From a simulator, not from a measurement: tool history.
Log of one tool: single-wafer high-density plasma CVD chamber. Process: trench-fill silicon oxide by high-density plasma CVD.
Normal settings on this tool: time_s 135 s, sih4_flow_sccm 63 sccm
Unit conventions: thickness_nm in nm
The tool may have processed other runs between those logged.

| run | hour | time_s | sih4_flow_sccm | wafers since the last listed run | hours since the silane flow controller was replaced | hours since the gauge calibration | read-back reference wafer on the same gauge, thickness_nm | thickness_nm |
|---|---|---|---|---|---|---|---|---|
| 1 | 0.0 | 148 | 58 | 0 | 1303.4 | 300.2 | 861.945 | 821.749 |
| 2 | 33.4 | 148 | 58 | 268 | 1336.8 | 333.6 | 862.313 | 818.693 |
| 3 | 78.9 | 148 | 58 | 366 | 1382.3 | 379.1 | 861.847 | 820.693 |
| 4 | 134.3 | 125 | 66 | 445 | 1437.7 | 434.5 | 861.747 | 786.032 |
| 5 | 181.8 | 125 | 66 | 382 | 1485.2 | 482.0 | 861.943 | 783.974 |
| 6 | 242.5 | 125 | 66 | 488 | 1545.9 | 542.7 | 862.257 | 783.270 |
| 7 | 349.6 | 143 | 63 | 861 | 1653.0 | 649.8 | 861.792 | 851.322 |
| 8 | 379.3 | 143 | 63 | 238 | 1682.7 | 679.5 | 862.020 | 851.147 |
| 9 | 442.9 | 124 | 63 | 511 | 1746.3 | 743.1 | 861.519 | 736.658 |
| 10 | 505.6 | 111 | 50 | 504 | 1809.0 | 805.8 | 862.200 | 524.774 |
|  | 522.0 | silane flow controller replaced |
|  | 526.4 | gauge calibrated |
| 11 | 562.1 | 115 | 63 | 390 | 40.1 | 35.7 | 862.275 | 743.468 |
| 12 | 613.6 | 120 | 59 | 414 | 91.6 | 87.2 | 861.943 | 727.455 |
| 13 | 666.6 | 122 | 70 | 426 | 144.6 | 140.2 | 862.149 | 870.281 |
|  | 715.5 | silane flow controller replaced, repeated, since the last time left the tool worse |
| 14 | 800.8 | 116 | 63 | 1015 | 85.3 | 274.4 | 862.293 | 708.028 |
| 15 | 859.6 | 116 | 63 | 473 | 144.1 | 333.2 | 861.522 | 710.857 |
| 16 | 918.9 | 135 | 51 | 477 | 203.4 | 392.5 | 861.635 | 673.077 |
| 17 | 988.1 | 135 | 63 | 556 | 272.6 | 461.7 | 861.969 | 824.544 |
| 18 | 1026.1 | 152 | 67 | 305 | 310.6 | 499.7 | 861.763 | 982.171 |

Consider 5 possible next runs. They are alternatives, not a sequence: every one starts from the tool as it was left by run 18. What does each give?
| A | 1026.5 | 135 | 72 | 3 | 311.0 | 500.1 | ? | ? |
| B | 1026.5 | 147 | 73 | 3 | 311.0 | 500.1 | ? | ? |
| C | 1026.5 | 114 | 69 | 3 | 311.0 | 500.1 | ? | ? |
| D | 1026.5 | 114 | 63 | 3 | 311.0 | 500.1 | ? | ? |
| E | 1026.5 | 135 | 58 | 3 | 311.0 | 500.1 | ? | ? |

| run | read-back reference wafer on the same gauge, thickness_nm | thickness_nm |
|---|---|---|
| A | 862.079 | 940.380 |
| B | 862.079 | 1037.863 |
| C | 862.079 | 761.775 |
| D | 862.079 | 697.128 |
| E | 862.079 | 761.749 |
Without the tool's unlogged condition, the same runs would have read:
| run | thickness_nm |
|---|---|
| A | 941.040 |
| B | 1038.591 |
| C | 762.309 |
| D | 697.617 |
| E | 762.284 |
